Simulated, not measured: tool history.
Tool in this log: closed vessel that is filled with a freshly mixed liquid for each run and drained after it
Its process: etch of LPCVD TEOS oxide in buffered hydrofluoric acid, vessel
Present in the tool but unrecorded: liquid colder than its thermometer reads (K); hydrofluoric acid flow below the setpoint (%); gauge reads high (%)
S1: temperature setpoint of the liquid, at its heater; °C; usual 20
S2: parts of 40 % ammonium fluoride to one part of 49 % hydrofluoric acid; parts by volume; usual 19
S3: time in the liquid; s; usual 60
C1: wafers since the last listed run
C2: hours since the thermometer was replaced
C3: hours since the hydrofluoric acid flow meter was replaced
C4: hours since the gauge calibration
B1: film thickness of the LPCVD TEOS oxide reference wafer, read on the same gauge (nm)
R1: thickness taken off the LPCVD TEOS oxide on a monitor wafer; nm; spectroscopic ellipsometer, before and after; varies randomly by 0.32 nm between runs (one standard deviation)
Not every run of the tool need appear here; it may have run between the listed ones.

{"run": 1, "hour": 0.0, "S1": 20, "S2": 19, "S3": 60, "C1": 0, "C2": 1536, "C3": 1590.1, "C4": 121.2, "B1": 149.99, "R1": 53.7}
{"run": 2, "hour": 8.8, "S1": 20, "S2": 19, "S3": 60, "C1": 637, "C2": 1544.8, "C3": 1598.9, "C4": 130, "B1": 150, "R1": 53.88}
{"run": 3, "hour": 62.4, "S1": 20, "S2": 19, "S3": 60, "C1": 3883, "C2": 1598.4, "C3": 1652.5, "C4": 183.6, "B1": 150, "R1": 54.16}
{"run": 4, "hour": 75.6, "S1": 20, "S2": 23, "S3": 35, "C1": 956, "C2": 1611.6, "C3": 1665.7, "C4": 196.8, "B1": 149.98, "R1": 27.03}
{"run": 5, "hour": 88.3, "S1": 20, "S2": 19, "S3": 60, "C1": 920, "C2": 1624.3, "C3": 1678.4, "C4": 209.5, "B1": 150.01, "R1": 53.68}
{"run": 6, "hour": 103.8, "S1": 20, "S2": 19, "S3": 60, "C1": 1122, "C2": 1639.8, "C3": 1693.9, "C4": 225, "B1": 150.02, "R1": 53.24}
{"run": 7, "hour": 112.9, "S1": 20, "S2": 19, "S3": 60, "C1": 659, "C2": 1648.9, "C3": 1703, "C4": 234.1, "B1": 150, "R1": 53.17}
{"run": 8, "hour": 127.4, "S1": 20, "S2": 23.5, "S3": 60, "C1": 1050, "C2": 1663.4, "C3": 1717.5, "C4": 248.6, "B1": 150.02, "R1": 45.51}
{"hour": 135.0, "done": "thermometer replaced"}
{"run": 9, "hour": 141.2, "S1": 20, "S2": 23.5, "S3": 60, "C1": 927, "C2": 6.2, "C3": 1731.3, "C4": 262.4, "B1": 150, "R1": 45.72}
{"run": 10, "hour": 153.2, "S1": 20, "S2": 19, "S3": 60, "C1": 869, "C2": 18.2, "C3": 1743.3, "C4": 274.4, "B1": 149.98, "R1": 54.29}
{"run": 11, "hour": 160.4, "S1": 20, "S2": 19, "S3": 60, "C1": 521, "C2": 25.4, "C3": 1750.5, "C4": 281.6, "B1": 149.99, "R1": 53.56}
{"run": 12, "hour": 200.8, "S1": 20, "S2": 19, "S3": 60, "C1": 2926, "C2": 65.8, "C3": 1790.9, "C4": 322, "B1": 149.99, "R1": 53.8}
{"run": 13, "hour": 216.4, "S1": 17.5, "S2": 25.5, "S3": 60, "C1": 1130, "C2": 81.4, "C3": 1806.5, "C4": 337.6, "B1": 149.99, "R1": 37.63}
{"run": 14, "hour": 232.8, "S1": 17.5, "S2": 16.5, "S3": 45, "C1": 1188, "C2": 97.8, "C3": 1822.9, "C4": 354, "B1": 149.98, "R1": 40}
{"hour": 237.0, "done": "hydrofluoric acid flow meter replaced"}
{"run": 15, "hour": 239.9, "S1": 20, "S2": 19, "S3": 60, "C1": 441, "C2": 104.9, "C3": 2.9, "C4": 361.1, "B1": 150.01, "R1": 53.59}
{"run": 16, "hour": 249.7, "S1": 20, "S2": 19, "S3": 60, "C1": 709, "C2": 114.7, "C3": 12.7, "C4": 370.9, "B1": 150, "R1": 54.31}
{"hour": 251.1, "done": "gauge calibrated"}
{"run": 17, "hour": 265.9, "S1": 20, "S2": 19, "S3": 95, "C1": 1173, "C2": 130.9, "C3": 28.9, "C4": 14.8, "B1": 150, "R1": 85.48}
{"run": 18, "hour": 274.4, "S1": 20, "S2": 15.5, "S3": 30, "C1": 615, "C2": 139.4, "C3": 37.4, "C4": 23.3, "B1": 149.99, "R1": 33.05}
{"run": 19, "hour": 290.1, "S1": 18.5, "S2": 21.5, "S3": 60, "C1": 1137, "C2": 155.1, "C3": 53.1, "C4": 39, "B1": 150, "R1": 44.33}
{"run": 20, "hour": 306.9, "S1": 21.5, "S2": 25, "S3": 40, "C1": 1217, "C2": 171.9, "C3": 69.9, "C4": 55.8, "B1": 150.01, "R1": 31.64}
{"run": 21, "hour": 319.1, "S1": 20, "S2": 13.5, "S3": 80, "C1": 883, "C2": 184.1, "C3": 82.1, "C4": 68, "B1": 150.01, "R1": 101.49}
{"run": 22, "hour": 330.4, "S1": 24.5, "S2": 19, "S3": 50, "C1": 818, "C2": 195.4, "C3": 93.4, "C4": 79.3, "B1": 149.99, "R1": 57.13}
{"run": 23, "hour": 339.1, "S1": 24.5, "S2": 19, "S3": 60, "C1": 630, "C2": 204.1, "C3": 102.1, "C4": 88, "B1": 150, "R1": 69.08}
{"run": 24, "hour": 352.1, "S1": 25, "S2": 19, "S3": 85, "C1": 941, "C2": 217.1, "C3": 115.1, "C4": 101, "B1": 150, "R1": 101.16}

Hidden condition of the tool, last listed run before each entry between runs versus first listed run after:
After run 8, before run 9: thermometer replaced (hour 135)
  no difference in the tool's unlogged condition between these two runs
After run 14, before run 15: hydrofluoric acid flow meter replaced (hour 237)
  no difference in the tool's unlogged condition between these two runs
After run 16, before run 17: gauge calibrated (hour 251.1)
  no difference in the tool's unlogged condition between these two runs

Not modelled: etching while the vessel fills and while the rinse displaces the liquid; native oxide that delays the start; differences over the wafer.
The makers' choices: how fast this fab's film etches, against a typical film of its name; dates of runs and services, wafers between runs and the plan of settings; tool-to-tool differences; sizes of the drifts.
